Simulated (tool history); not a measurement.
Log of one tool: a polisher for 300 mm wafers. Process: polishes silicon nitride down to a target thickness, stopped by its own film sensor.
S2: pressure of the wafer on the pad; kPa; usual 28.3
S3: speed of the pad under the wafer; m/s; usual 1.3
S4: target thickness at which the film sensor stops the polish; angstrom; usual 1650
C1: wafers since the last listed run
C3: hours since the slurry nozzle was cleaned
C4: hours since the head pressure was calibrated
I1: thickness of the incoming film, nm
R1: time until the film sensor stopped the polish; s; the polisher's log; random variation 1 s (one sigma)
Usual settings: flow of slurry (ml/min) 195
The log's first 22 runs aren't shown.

{"day": 24.4, "done": "head pressure recalibrated"}
{"run": 23, "day": 24.588, "flow of slurry (ml/min)": 195, "S2": 28.3, "S3": 1.3, "S4": 1650, "C1": 163, "wafers polished on this pad": 1102, "C3": 291.2, "C4": 4.5, "I1": 405.2, "R1": 101.8}
{"run": 24, "day": 25.204, "flow of slurry (ml/min)": 160, "S2": 20.7, "S3": 1.3, "S4": 2160, "C1": 164, "wafers polished on this pad": 1267, "C3": 306, "C4": 19.3, "I1": 408.2, "R1": 115.2}
{"run": 25, "day": 26.483, "flow of slurry (ml/min)": 145, "S2": 21.4, "S3": 1.46, "S4": 850, "C1": 342, "wafers polished on this pad": 1610, "C3": 336.7, "C4": 50, "I1": 412.1, "R1": 177.1}
{"day": 26.996, "done": "worn pad replaced by a new one"}
{"run": 26, "day": 27.904, "flow of slurry (ml/min)": 195, "S2": 28.3, "S3": 1.3, "S4": 1650, "C1": 335, "wafers polished on this pad": 243, "C3": 370.8, "C4": 84.1, "I1": 409.5, "R1": 105.1}
{"run": 27, "day": 29.188, "flow of slurry (ml/min)": 195, "S2": 28.3, "S3": 1.3, "S4": 880, "C1": 343, "wafers polished on this pad": 586, "C3": 401.6, "C4": 114.9, "I1": 409.7, "R1": 135.5}
{"run": 28, "day": 30.129, "flow of slurry (ml/min)": 195, "S2": 35.9, "S3": 1.3, "S4": 2090, "C1": 251, "wafers polished on this pad": 838, "C3": 424.2, "C4": 137.5, "I1": 404.4, "R1": 64.5}
{"run": 29, "day": 30.925, "flow of slurry (ml/min)": 195, "S2": 28.3, "S3": 1.3, "S4": 1650, "C1": 212, "wafers polished on this pad": 1051, "C3": 443.3, "C4": 156.6, "I1": 406.5, "R1": 105}
{"run": 30, "day": 31.467, "flow of slurry (ml/min)": 195, "S2": 35.2, "S3": 1.3, "S4": 1650, "C1": 144, "wafers polished on this pad": 1196, "C3": 456.3, "C4": 169.6, "I1": 401.1, "R1": 79.5}
{"run": 31, "day": 32.571, "flow of slurry (ml/min)": 195, "S2": 28.3, "S3": 1.3, "S4": 1650, "C1": 295, "wafers polished on this pad": 1491, "C3": 482.8, "C4": 196.1, "I1": 411.4, "R1": 104}
{"run": 32, "day": 33.529, "flow of slurry (ml/min)": 195, "S2": 35.9, "S3": 1.3, "S4": 950, "C1": 256, "wafers polished on this pad": 1747, "C3": 505.8, "C4": 219.1, "I1": 414.5, "R1": 107.2}
{"day": 34.917, "done": "worn pad replaced by a new one"}
{"run": 33, "day": 34.958, "flow of slurry (ml/min)": 195, "S2": 23.4, "S3": 1.3, "S4": 1650, "C1": 337, "wafers polished on this pad": 10, "C3": 540.1, "C4": 253.4, "I1": 407.8, "R1": 122.9}

4 ways to go on from here, each from the tool as it stands after run 33. What would each give?
{"run": "A", "day": 34.979, "flow of slurry (ml/min)": 195, "S2": 28.3, "S3": 1.3, "S4": 1650, "C1": 5, "wafers polished on this pad": 16, "C3": 540.6, "C4": 253.9, "I1": 407.1, "R1": "?"}
{"run": "B", "day": 34.979, "flow of slurry (ml/min)": 140, "S2": 28.3, "S3": 1.3, "S4": 1650, "C1": 5, "wafers polished on this pad": 16, "C3": 540.6, "C4": 253.9, "I1": 407.1, "R1": "?"}
{"run": "C", "day": 34.979, "flow of slurry (ml/min)": 170, "S2": 28.3, "S3": 1.3, "S4": 1970, "C1": 5, "wafers polished on this pad": 16, "C3": 540.6, "C4": 253.9, "I1": 407.1, "R1": "?"}
{"run": "D", "day": 34.979, "flow of slurry (ml/min)": 195, "S2": 28.3, "S3": 1.3, "S4": 1130, "C1": 5, "wafers polished on this pad": 16, "C3": 540.6, "C4": 253.9, "I1": 407.1, "R1": "?"}

run=A R1=100.9
run=B R1=107.1
run=C R1=89.5
run=D R1=122.5
Without the tool's hidden state the same runs would have given:
run=A R1=100.9
run=B R1=107.1
run=C R1=89.5
run=D R1=122.5

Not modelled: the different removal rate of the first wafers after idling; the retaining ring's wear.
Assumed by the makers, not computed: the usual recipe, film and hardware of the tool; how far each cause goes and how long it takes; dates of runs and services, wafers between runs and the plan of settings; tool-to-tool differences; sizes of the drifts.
